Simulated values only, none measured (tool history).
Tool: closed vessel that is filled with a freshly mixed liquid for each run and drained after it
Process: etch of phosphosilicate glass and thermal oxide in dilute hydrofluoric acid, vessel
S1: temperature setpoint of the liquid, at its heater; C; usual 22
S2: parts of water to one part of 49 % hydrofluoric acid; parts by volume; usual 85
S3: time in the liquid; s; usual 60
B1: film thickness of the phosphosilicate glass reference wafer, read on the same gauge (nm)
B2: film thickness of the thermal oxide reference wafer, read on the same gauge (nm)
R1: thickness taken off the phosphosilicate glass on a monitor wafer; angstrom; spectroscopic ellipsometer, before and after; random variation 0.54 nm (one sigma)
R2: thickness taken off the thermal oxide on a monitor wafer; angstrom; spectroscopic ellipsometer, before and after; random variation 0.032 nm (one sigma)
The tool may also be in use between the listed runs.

run    hour    S1  S2  S3     B1      B2      R1     R2
  1       0    22  85  60  29.72  89.038   585.4  33.78
  2    36.6    22  55  35  29.67  88.966   548.6  32.31
  3   135.5    22  55  35   29.6  88.786   545.6  31.77
  4   207.7    22  85  60  29.56    88.7   583.5  34.15
  5   424.1    22  85  60  29.47  88.324   582.5  33.67
  6   519.9    22  85  60  29.37  88.167   580.3   33.5
  7     615    22  85  60  29.32  87.965   574.8  33.76
  8   774.1    22  85  60  29.23  87.727   570.6  33.54
      838.5  -- thermometer replaced
  9     869    22  85  60  29.17  87.537   579.5  33.09
     1088.9  -- hydrofluoric acid flow meter replaced
 10  1115.4    22  85  60  29.02  87.143   572.5  33.38
 11  1154.6    22  85  60     29  87.051   563.3  33.23
 12  1250.2    27  85  60  28.98  86.957   712.7  40.94
 13  1305.8    22  85  60  28.95  86.844     567  33.64
 14  1371.1    22  85  60   28.9  86.732   571.3  32.69
 15  1451.9    22  85  90  28.88  86.524   858.2  50.17
 16  1552.4    22  50  60  28.81  86.337  1014.8  58.53
 17    1653  19.5  85  60  28.71  86.189   515.9  30.13
 18  1919.7    22  85  60  28.61  85.774     570  32.73
       1959  -- gauge calibrated
 19  1961.5  24.5  75  75  30.02      90   954.1  54.38
 20  2219.7    25  85  60  29.84  89.589   664.4  38.74
     2274.9  -- hydrofluoric acid flow meter replaced
 21  2278.2    26  85  80  29.81  89.474   915.9   53.4
 22  2378.3  17.5  50  60  29.77  89.269   864.6  50.92
 23  2441.1    25  85  40  29.71  89.181     444  25.68
 24  2632.7    22  60  85  29.61   88.85  1219.8  69.16

5 ways to go on from here, each from the tool as it stands after run 24. What would each give?
  A  2633.4    22   85  60   ?   ?   ?   ?
  B  2633.4    26   55  60   ?   ?   ?   ?
  C  2633.4    20  100  60   ?   ?   ?   ?
  D  2633.4  23.5   55  75   ?   ?   ?   ?
  E  2633.4  26.5  110  60   ?   ?   ?   ?

run    B1      B2      R1     R2
  A  29.6  88.831   590.1  34.31
  B  29.6  88.831  1114.8  64.82
  C  29.6  88.831   454.2  26.41
  D  29.6  88.831  1258.5  73.17
  E  29.6  88.831   528.3  30.72
Without the tool's hidden state the same runs would have given:
run      R1     R2
  A   597.7  34.75
  B  1129.2  65.66
  C   460.1  26.75
  D  1274.8  74.12
  E   535.1  31.11
